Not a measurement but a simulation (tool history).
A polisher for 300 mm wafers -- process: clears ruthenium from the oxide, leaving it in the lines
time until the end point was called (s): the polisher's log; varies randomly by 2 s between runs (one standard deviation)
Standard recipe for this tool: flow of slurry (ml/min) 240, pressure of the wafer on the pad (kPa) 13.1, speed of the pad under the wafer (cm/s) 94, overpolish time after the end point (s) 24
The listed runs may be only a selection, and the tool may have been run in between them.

| run | hour | flow of slurry (ml/min) | pressure of the wafer on the pad (kPa) | speed of the pad under the wafer (cm/s) | overpolish time after the end point (s) | wafers since the last listed run | wafers polished on this pad | hours since the slurry nozzle was cleaned | hours since the head pressure was calibrated | incoming thickness of the incoming film, nm | time until the end point was called (s) |
|---|---|---|---|---|---|---|---|---|---|---|---|
| 1 | 0 | 265 | 13.1 | 94 | 19 | 0 | 7519 | 216.9 | 284.8 | 130.2 | 121 |
|  | 50.5 | worn pad replaced by a new one |
| 2 | 62 | 240 | 13.1 | 94 | 24 | 609 | 120 | 278.9 | 346.8 | 130.5 | 124 |
| 3 | 113.8 | 240 | 13.1 | 94 | 24 | 544 | 665 | 330.7 | 398.6 | 130.4 | 124.4 |
| 4 | 200.3 | 240 | 13.1 | 94 | 24 | 908 | 1573 | 417.2 | 485.1 | 132.7 | 127.7 |
| 5 | 250.9 | 240 | 13.1 | 94 | 24 | 531 | 2105 | 467.8 | 535.7 | 129.5 | 121.2 |
| 6 | 330 | 240 | 13.1 | 94 | 24 | 830 | 2936 | 546.9 | 614.8 | 128.8 | 125 |
| 7 | 431.5 | 240 | 13.1 | 94 | 24 | 1066 | 4002 | 648.4 | 716.3 | 129.6 | 126.1 |
|  | 451.2 | head pressure recalibrated |
| 8 | 536.6 | 240 | 13.1 | 94 | 24 | 1083 | 5085 | 753.5 | 85.4 | 128.7 | 119.6 |
|  | 584.2 | slurry nozzle cleaned |
| 9 | 615.6 | 240 | 13.1 | 94 | 24 | 819 | 5904 | 31.4 | 164.4 | 129.2 | 120.4 |
| 10 | 752.2 | 240 | 13.1 | 94 | 24 | 1434 | 7339 | 168 | 301 | 129.3 | 119.1 |
| 11 | 827.6 | 240 | 13.1 | 94 | 24 | 792 | 8131 | 243.4 | 376.4 | 131.2 | 120.4 |
|  | 832.3 | worn pad replaced by a new one |
| 12 | 879.5 | 240 | 13.1 | 94 | 32 | 503 | 495 | 295.3 | 428.3 | 129.5 | 123.7 |
| 13 | 943.4 | 270 | 13.1 | 94 | 24 | 671 | 1167 | 359.2 | 492.2 | 130 | 121.2 |
| 14 | 1017.9 | 240 | 9.7 | 70 | 24 | 782 | 1949 | 433.7 | 566.7 | 130.7 | 209.4 |
| 15 | 1074.7 | 240 | 13.1 | 108 | 24 | 596 | 2546 | 490.5 | 623.5 | 130.9 | 107.6 |
|  | 1142.7 | head pressure recalibrated |
| 16 | 1243.3 | 240 | 13.1 | 94 | 24 | 1750 | 4296 | 659.1 | 100.6 | 130.4 | 119 |
| 17 | 1328.1 | 240 | 13.1 | 104 | 35 | 890 | 5187 | 743.9 | 185.4 | 127.7 | 106.1 |
| 18 | 1385.5 | 240 | 11.7 | 94 | 13 | 602 | 5790 | 801.3 | 242.8 | 130.2 | 133.7 |
|  | 1405.7 | slurry nozzle cleaned |
| 19 | 1424.2 | 240 | 13.1 | 62 | 16 | 396 | 6186 | 18.5 | 281.5 | 130.3 | 186.8 |
| 20 | 1476.4 | 300 | 13.1 | 124 | 19 | 548 | 6734 | 70.7 | 333.7 | 130.4 | 93.2 |
| 21 | 1552 | 240 | 16.5 | 122 | 11 | 794 | 7528 | 146.3 | 409.3 | 131.4 | 82.3 |
| 22 | 1618.6 | 240 | 13.1 | 94 | 24 | 699 | 8228 | 212.9 | 475.9 | 128.7 | 126.9 |
|  | 1661.3 | worn pad replaced by a new one |
| 23 | 1671.1 | 305 | 13.1 | 94 | 19 | 509 | 103 | 265.4 | 528.4 | 130.2 | 126.9 |
| 24 | 1738.3 | 190 | 15.9 | 94 | 24 | 705 | 809 | 332.6 | 595.6 | 130.1 | 113.6 |
| 25 | 1789.4 | 240 | 10.3 | 66 | 24 | 536 | 1346 | 383.7 | 646.7 | 128 | 211.6 |
| 26 | 1884.6 | 240 | 13.1 | 94 | 24 | 1000 | 2346 | 478.9 | 741.9 | 129.9 | 129 |
| 27 | 1952.6 | 160 | 15.9 | 116 | 13 | 714 | 3060 | 546.9 | 809.9 | 129.9 | 93 |
|  | 1992.3 | head pressure recalibrated |
| 28 | 2038 | 260 | 11 | 94 | 32 | 876 | 3936 | 632.3 | 45.7 | 130.8 | 136.1 |
| 29 | 2135.2 | 240 | 13.1 | 94 | 24 | 1021 | 4957 | 729.5 | 142.9 | 130.4 | 118.7 |
| 30 | 2188 | 240 | 13.1 | 78 | 31 | 554 | 5512 | 782.3 | 195.7 | 129.9 | 144.1 |
|  | 2213.8 | slurry nozzle cleaned |
| 31 | 2250.5 | 240 | 13.1 | 124 | 24 | 646 | 6158 | 36.7 | 258.2 | 132 | 92.9 |
| 32 | 2319.1 | 240 | 13.1 | 94 | 24 | 720 | 6878 | 105.3 | 326.8 | 131.9 | 122.3 |
| 33 | 2367.3 | 165 | 9.7 | 86 | 12 | 506 | 7385 | 153.5 | 375 | 129.3 | 168.8 |
| 34 | 2457.4 | 240 | 11.7 | 94 | 24 | 946 | 8331 | 243.6 | 465.1 | 130.3 | 136.1 |
|  | 2508.8 | worn pad replaced by a new one |
| 35 | 2535.1 | 240 | 15.9 | 94 | 15 | 774 | 276 | 321.3 | 542.8 | 129.3 | 106.6 |

Pick out some run-to-run changes in time until the end point was called (s). Of each, how much would a tool without hidden state show as well, from the settings, what came in and chance, and how much is left for the hidden state and any gauge scatter not in both results compared?
What the log doesn't record here: removal rate lost through wear of the pad, %; slurry flow missing at the pad, %; deviation of the head's pressure from its setpoint, %.
Run 7 -> 8: head pressure recalibrated. time until the end point was called (s) -6.5: hidden state -8.7, all else +2.2.
Run 14 -> 15: pressure of the wafer on the pad (kPa) 9.7 -> 13.1, speed of the pad under the wafer (cm/s) 70 -> 108. time until the end point was called (s) -101.8: hidden state -4.7, all else -97.1.
Run 19 -> 20: flow of slurry (ml/min) 240 -> 300, speed of the pad under the wafer (cm/s) 62 -> 124, overpolish time after the end point (s) 16 -> 19. time until the end point was called (s) -93.6: hidden state -3, all else -90.6.
Run 24 -> 25: flow of slurry (ml/min) 190 -> 240, pressure of the wafer on the pad (kPa) 15.9 -> 10.3, speed of the pad under the wafer (cm/s) 94 -> 66. time until the end point was called (s) +98: hidden state +7.7, all else +90.3.
Run 27 -> 28: flow of slurry (ml/min) 160 -> 260, pressure of the wafer on the pad (kPa) 15.9 -> 11, speed of the pad under the wafer (cm/s) 116 -> 94, overpolish time after the end point (s) 13 -> 32, head pressure recalibrated. time until the end point was called (s) +43.1: hidden state -8.3, all else +51.4.
